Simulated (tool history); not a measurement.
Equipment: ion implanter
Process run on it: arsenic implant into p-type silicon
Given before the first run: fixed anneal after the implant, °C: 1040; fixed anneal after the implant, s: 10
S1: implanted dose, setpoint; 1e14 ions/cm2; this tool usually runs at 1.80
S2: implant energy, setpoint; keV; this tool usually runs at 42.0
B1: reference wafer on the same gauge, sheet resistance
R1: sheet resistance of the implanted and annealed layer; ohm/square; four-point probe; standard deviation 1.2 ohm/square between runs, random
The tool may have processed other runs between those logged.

run 1 day=0.000 | S1=1.80 S2=42.0 | B1=350.79 | R1=401.14
run 2 day=0.517 | S1=1.80 S2=42.0 | B1=351.14 | R1=403.59
run 3 day=1.175 | S1=1.80 S2=32.0 | B1=351.05 | R1=418.86
run 4 day=1.779 | S1=1.80 S2=32.0 | B1=351.04 | R1=421.61
run 5 day=2.329 | S1=1.80 S2=42.0 | B1=350.83 | R1=403.46
run 6 day=2.929 | S1=1.60 S2=42.0 | B1=350.97 | R1=439.26
run 7 day=3.217 | S1=1.80 S2=42.0 | B1=351.00 | R1=403.17
run 8 day=3.654 | S1=1.80 S2=42.0 | B1=351.09 | R1=402.94
run 9 day=4.104 | S1=1.80 S2=42.0 | B1=350.88 | R1=405.46
run 10 day=6.317 | S1=1.48 S2=30.5 | B1=351.11 | R1=489.62
-- day=7.146 extraction supply calibrated
run 11 day=7.167 | S1=1.80 S2=42.0 | B1=350.81 | R1=401.62
run 12 day=7.542 | S1=1.80 S2=42.0 | B1=350.98 | R1=404.03
run 13 day=7.900 | S1=1.80 S2=42.0 | B1=350.91 | R1=402.45
run 14 day=8.233 | S1=1.80 S2=42.0 | B1=350.83 | R1=400.81
run 15 day=8.646 | S1=1.80 S2=42.0 | B1=350.85 | R1=401.31
run 16 day=9.192 | S1=1.80 S2=42.0 | B1=350.89 | R1=403.02
run 17 day=9.508 | S1=2.18 S2=33.5 | B1=350.93 | R1=364.12
run 18 day=9.975 | S1=2.18 S2=33.5 | B1=350.84 | R1=361.39
run 19 day=10.562 | S1=1.31 S2=32.0 | B1=351.13 | R1=528.62
run 20 day=11.208 | S1=1.80 S2=56.0 | B1=351.12 | R1=383.97
run 21 day=11.921 | S1=1.80 S2=42.0 | B1=350.87 | R1=402.31
run 22 day=12.283 | S1=2.10 S2=52.5 | B1=351.43 | R1=346.01
run 23 day=14.367 | S1=1.80 S2=55.5 | B1=351.18 | R1=384.89
-- day=14.988 Faraday cup replaced and dose calibrated
run 24 day=15.008 | S1=1.45 S2=42.0 | B1=351.25 | R1=465.68

Run 25 is up next; what results do you expect?
run 25 day=15.021 | S1=1.80 S2=42.0 | B1=? | R1=?

Run 25 gave B1 350.70, R1 402.71 ohm/square.
With no hidden state in the tool, this same run would have given R1 402.71 ohm/square.

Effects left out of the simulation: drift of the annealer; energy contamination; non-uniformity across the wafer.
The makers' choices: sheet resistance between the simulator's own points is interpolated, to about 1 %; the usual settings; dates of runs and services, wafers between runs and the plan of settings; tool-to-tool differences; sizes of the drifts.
